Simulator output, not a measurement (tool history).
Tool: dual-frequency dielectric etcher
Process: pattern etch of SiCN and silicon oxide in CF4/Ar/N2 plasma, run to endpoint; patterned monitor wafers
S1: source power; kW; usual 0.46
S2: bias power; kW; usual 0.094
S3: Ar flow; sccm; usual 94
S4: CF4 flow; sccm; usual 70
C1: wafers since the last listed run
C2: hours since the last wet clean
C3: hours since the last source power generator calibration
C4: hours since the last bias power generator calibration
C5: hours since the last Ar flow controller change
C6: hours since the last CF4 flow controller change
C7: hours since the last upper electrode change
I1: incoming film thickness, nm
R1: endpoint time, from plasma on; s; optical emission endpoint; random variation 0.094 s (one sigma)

run 1 hour=0 | S1=0.46 S2=0.08 S3=94 S4=70 | C1=0 C2=228.8 C3=1676.2 C4=1839 C5=2282.6 C6=1718.8 C7=1804.8 | I1=16.09 | R1=16.4
run 2 hour=16.4 | S1=0.46 S2=0.094 S3=94 S4=70 | C1=195 C2=245.2 C3=1692.6 C4=1855.4 C5=2299 C6=1735.2 C7=1821.2 | I1=16.12 | R1=15.9
run 3 hour=33.2 | S1=0.46 S2=0.094 S3=94 S4=70 | C1=200 C2=262 C3=1709.4 C4=1872.2 C5=2315.8 C6=1752 C7=1838 | I1=16.14 | R1=15.7
run 4 hour=51.9 | S1=0.46 S2=0.094 S3=94 S4=70 | C1=222 C2=280.7 C3=1728.1 C4=1890.9 C5=2334.5 C6=1770.7 C7=1856.7 | I1=16.33 | R1=15.9
run 5 hour=84.2 | S1=0.46 S2=0.094 S3=94 S4=70 | C1=384 C2=313 C3=1760.4 C4=1923.2 C5=2366.8 C6=1803 C7=1889 | I1=16.15 | R1=15.9
run 6 hour=114 | S1=0.46 S2=0.094 S3=94 S4=70 | C1=354 C2=342.8 C3=1790.2 C4=1953 C5=2396.6 C6=1832.8 C7=1918.8 | I1=16.18 | R1=15.7
run 7 hour=131.7 | S1=0.46 S2=0.094 S3=94 S4=70 | C1=210 C2=360.5 C3=1807.9 C4=1970.7 C5=2414.3 C6=1850.5 C7=1936.5 | I1=16.05 | R1=15.5
run 8 hour=147 | S1=0.42 S2=0.078 S3=94 S4=70 | C1=182 C2=375.8 C3=1823.2 C4=1986 C5=2429.6 C6=1865.8 C7=1951.8 | I1=16.19 | R1=17.8
run 9 hour=166.2 | S1=0.46 S2=0.094 S3=94 S4=70 | C1=228 C2=395 C3=1842.4 C4=2005.2 C5=2448.8 C6=1885 C7=1971 | I1=16.29 | R1=15.7
run 10 hour=199.2 | S1=0.46 S2=0.094 S3=94 S4=70 | C1=392 C2=428 C3=1875.4 C4=2038.2 C5=2481.8 C6=1918 C7=2004 | I1=16.11 | R1=15.7
run 11 hour=213.3 | S1=0.46 S2=0.094 S3=94 S4=70 | C1=167 C2=442.1 C3=1889.5 C4=2052.3 C5=2495.9 C6=1932.1 C7=2018.1 | I1=16.3 | R1=15.8
run 12 hour=229.9 | S1=0.46 S2=0.094 S3=94 S4=59 | C1=197 C2=458.7 C3=1906.1 C4=2068.9 C5=2512.5 C6=1948.7 C7=2034.7 | I1=16.22 | R1=16.2
-- hour=264.1 wet clean of the chamber
run 13 hour=264.6 | S1=0.46 S2=0.094 S3=94 S4=70 | C1=127 C2=0.5 C3=1940.8 C4=2103.6 C5=2547.2 C6=1983.4 C7=2069.4 | I1=16.23 | R1=15.8
run 14 hour=278 | S1=0.42 S2=0.094 S3=102 S4=70 | C1=159 C2=13.9 C3=1954.2 C4=2117 C5=2560.6 C6=1996.8 C7=2082.8 | I1=16.31 | R1=17.4
-- hour=292.9 source power generator calibrated
run 15 hour=296.5 | S1=0.46 S2=0.094 S3=113 S4=70 | C1=172 C2=32.4 C3=3.6 C4=2135.5 C5=2579.1 C6=2015.3 C7=2101.3 | I1=16.29 | R1=16.3
-- hour=322.2 CF4 flow controller replaced
run 16 hour=327 | S1=0.51 S2=0.094 S3=94 S4=84 | C1=291 C2=62.9 C3=34.1 C4=2166 C5=2609.6 C6=4.8 C7=2131.8 | I1=16.31 | R1=13.9
run 17 hour=358.5 | S1=0.52 S2=0.094 S3=79 S4=75 | C1=375 C2=94.4 C3=65.6 C4=2197.5 C5=2641.1 C6=36.3 C7=2163.3 | I1=16 | R1=13.5
-- hour=365 Ar flow controller replaced
run 18 hour=381.9 | S1=0.46 S2=0.094 S3=94 S4=70 | C1=207 C2=117.8 C3=89 C4=2220.9 C5=16.9 C6=59.7 C7=2186.7 | I1=16.27 | R1=15.6
-- hour=406.2 upper electrode replaced
-- hour=408.2 bias power generator calibrated
run 19 hour=408.7 | S1=0.46 S2=0.078 S3=85 S4=70 | C1=9 C2=144.6 C3=115.8 C4=0.5 C5=43.7 C6=86.5 C7=2.5 | I1=16.19 | R1=16.4
run 20 hour=428.9 | S1=0.46 S2=0.094 S3=94 S4=70 | C1=240 C2=164.8 C3=136 C4=20.7 C5=63.9 C6=106.7 C7=22.7 | I1=16.14 | R1=15.7
run 21 hour=460.6 | S1=0.46 S2=0.094 S3=94 S4=70 | C1=377 C2=196.5 C3=167.7 C4=52.4 C5=95.6 C6=138.4 C7=54.4 | I1=16.04 | R1=15.8
run 22 hour=486.3 | S1=0.52 S2=0.094 S3=117 S4=70 | C1=306 C2=222.2 C3=193.4 C4=78.1 C5=121.3 C6=164.1 C7=80.1 | I1=16.26 | R1=14.6
run 23 hour=520 | S1=0.54 S2=0.106 S3=102 S4=54 | C1=401 C2=255.9 C3=227.1 C4=111.8 C5=155 C6=197.8 C7=113.8 | I1=16.1 | R1=14
run 24 hour=540.9 | S1=0.55 S2=0.078 S3=117 S4=70 | C1=248 C2=276.8 C3=248 C4=132.7 C5=175.9 C6=218.7 C7=134.7 | I1=15.93 | R1=14.4
run 25 hour=570.1 | S1=0.46 S2=0.094 S3=94 S4=70 | C1=347 C2=306 C3=277.2 C4=161.9 C5=205.1 C6=247.9 C7=163.9 | I1=16.21 | R1=15.6

3 ways to go on from here, each from the tool as it stands after run 25. What would each give?
run A hour=570.5 | S1=0.46 S2=0.094 S3=94 S4=70 | C1=4 C2=306.4 C3=277.6 C4=162.3 C5=205.5 C6=248.3 C7=164.3 | I1=16.35 | R1=?
run B hour=570.5 | S1=0.41 S2=0.079 S3=78 S4=70 | C1=4 C2=306.4 C3=277.6 C4=162.3 C5=205.5 C6=248.3 C7=164.3 | I1=16.35 | R1=?
run C hour=570.5 | S1=0.51 S2=0.106 S3=86 S4=70 | C1=4 C2=306.4 C3=277.6 C4=162.3 C5=205.5 C6=248.3 C7=164.3 | I1=16.35 | R1=?

run=A R1=16
run=B R1=18.2
run=C R1=13.9
Without the tool's hidden state the same runs would have given:
run=A R1=16
run=B R1=18.2
run=C R1=13.9

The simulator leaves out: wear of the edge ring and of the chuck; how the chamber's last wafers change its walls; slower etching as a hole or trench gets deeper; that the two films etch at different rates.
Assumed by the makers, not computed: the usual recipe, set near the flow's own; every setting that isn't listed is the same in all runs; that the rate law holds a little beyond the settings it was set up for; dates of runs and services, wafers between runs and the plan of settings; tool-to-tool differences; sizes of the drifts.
